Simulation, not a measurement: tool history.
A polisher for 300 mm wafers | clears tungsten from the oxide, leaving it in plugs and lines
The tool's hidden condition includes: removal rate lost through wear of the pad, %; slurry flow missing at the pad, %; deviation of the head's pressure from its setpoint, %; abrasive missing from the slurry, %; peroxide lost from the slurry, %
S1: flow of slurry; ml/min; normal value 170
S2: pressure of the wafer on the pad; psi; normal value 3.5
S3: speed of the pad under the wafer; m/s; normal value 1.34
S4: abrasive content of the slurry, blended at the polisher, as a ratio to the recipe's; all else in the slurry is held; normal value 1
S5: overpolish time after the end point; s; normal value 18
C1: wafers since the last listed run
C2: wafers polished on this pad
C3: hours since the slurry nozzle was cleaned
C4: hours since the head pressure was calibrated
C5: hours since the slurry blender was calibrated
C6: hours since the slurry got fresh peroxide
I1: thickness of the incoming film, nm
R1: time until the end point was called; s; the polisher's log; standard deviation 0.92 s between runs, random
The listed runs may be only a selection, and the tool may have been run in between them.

| run | day | S1 | S2 | S3 | S4 | S5 | C1 | C2 | C3 | C4 | C5 | C6 | I1 | R1 |
|---|---|---|---|---|---|---|---|---|---|---|---|---|---|---|
| 1 | 0 | 170 | 3.5 | 1.34 | 1 | 18 | 0 | 778 | 13.6 | 1069.6 | 151 | 68.8 | 493.7 | 73.2 |
| 2 | 1.046 | 170 | 3.5 | 1.34 | 1 | 18 | 329 | 1107 | 38.7 | 1094.7 | 176.1 | 93.9 | 488 | 74.2 |
| 3 | 1.775 | 170 | 3.8 | 1.34 | 1 | 18 | 229 | 1337 | 56.2 | 1112.2 | 193.6 | 111.4 | 490.1 | 67.2 |
| 4 | 2.908 | 170 | 3.8 | 1.34 | 1 | 18 | 356 | 1693 | 83.4 | 1139.4 | 220.8 | 138.6 | 496.2 | 69.6 |
|  | 3.6 | slurry blender recalibrated |
| 5 | 3.621 | 170 | 3.8 | 1.34 | 1 | 18 | 198 | 1891 | 100.5 | 1156.5 | 0.5 | 155.7 | 496.3 | 68.9 |
|  | 5.438 | slurry tank refilled with fresh slurry and peroxide |
| 6 | 5.475 | 170 | 3.5 | 1.34 | 1 | 18 | 570 | 2462 | 145 | 1201 | 45 | 0.9 | 499.1 | 74.5 |
|  | 6.179 | worn pad replaced by a new one |
| 7 | 6.654 | 150 | 4.1 | 1.58 | 1 | 10 | 318 | 149 | 173.3 | 1229.3 | 73.3 | 29.2 | 494.9 | 55.5 |
| 8 | 9.429 | 170 | 3.5 | 1.34 | 1 | 18 | 873 | 1023 | 239.9 | 1295.9 | 139.9 | 95.8 | 490.5 | 73.9 |
| 9 | 10.471 | 170 | 3.5 | 1.34 | 1 | 18 | 327 | 1351 | 264.9 | 1320.9 | 164.9 | 120.8 | 488.7 | 74.9 |
| 10 | 11.579 | 140 | 3.5 | 1.56 | 1 | 18 | 348 | 1700 | 291.5 | 1347.5 | 191.5 | 147.4 | 494.9 | 66.9 |
| 11 | 12.158 | 170 | 3.5 | 1.34 | 1 | 13 | 182 | 1882 | 305.4 | 1361.4 | 205.4 | 161.3 | 494.3 | 74.1 |
|  | 12.938 | slurry tank refilled with fresh slurry and peroxide |
| 12 | 12.958 | 150 | 3.5 | 0.96 | 1.2 | 18 | 238 | 2121 | 324.6 | 1380.6 | 224.6 | 0.5 | 491.1 | 104.7 |
|  | 13.354 | slurry blender recalibrated |
|  | 13.6 | head pressure recalibrated |
| 13 | 14.062 | 170 | 2.5 | 1.64 | 1 | 21 | 295 | 2416 | 351.1 | 11.1 | 17 | 27 | 505.4 | 85.4 |
|  | 15.288 | worn pad replaced by a new one |
| 14 | 15.308 | 190 | 3.5 | 1.34 | 1 | 18 | 339 | 5 | 381 | 41 | 46.9 | 56.9 | 493.3 | 73.6 |
| 15 | 16.617 | 155 | 3.5 | 1.66 | 1 | 18 | 411 | 417 | 412.4 | 72.4 | 78.3 | 88.3 | 485.3 | 60.9 |

Run 16 comes next. What will it give?
| 16 | 18.1 | 170 | 2.5 | 1.14 | 0.85 | 18 | 466 | 884 | 448 | 108 | 113.9 | 123.9 | 492.9 | ? |

{"run 16": {"R1": 121.7}}
Without the tool's hidden state the same run would have given R1 119 s.

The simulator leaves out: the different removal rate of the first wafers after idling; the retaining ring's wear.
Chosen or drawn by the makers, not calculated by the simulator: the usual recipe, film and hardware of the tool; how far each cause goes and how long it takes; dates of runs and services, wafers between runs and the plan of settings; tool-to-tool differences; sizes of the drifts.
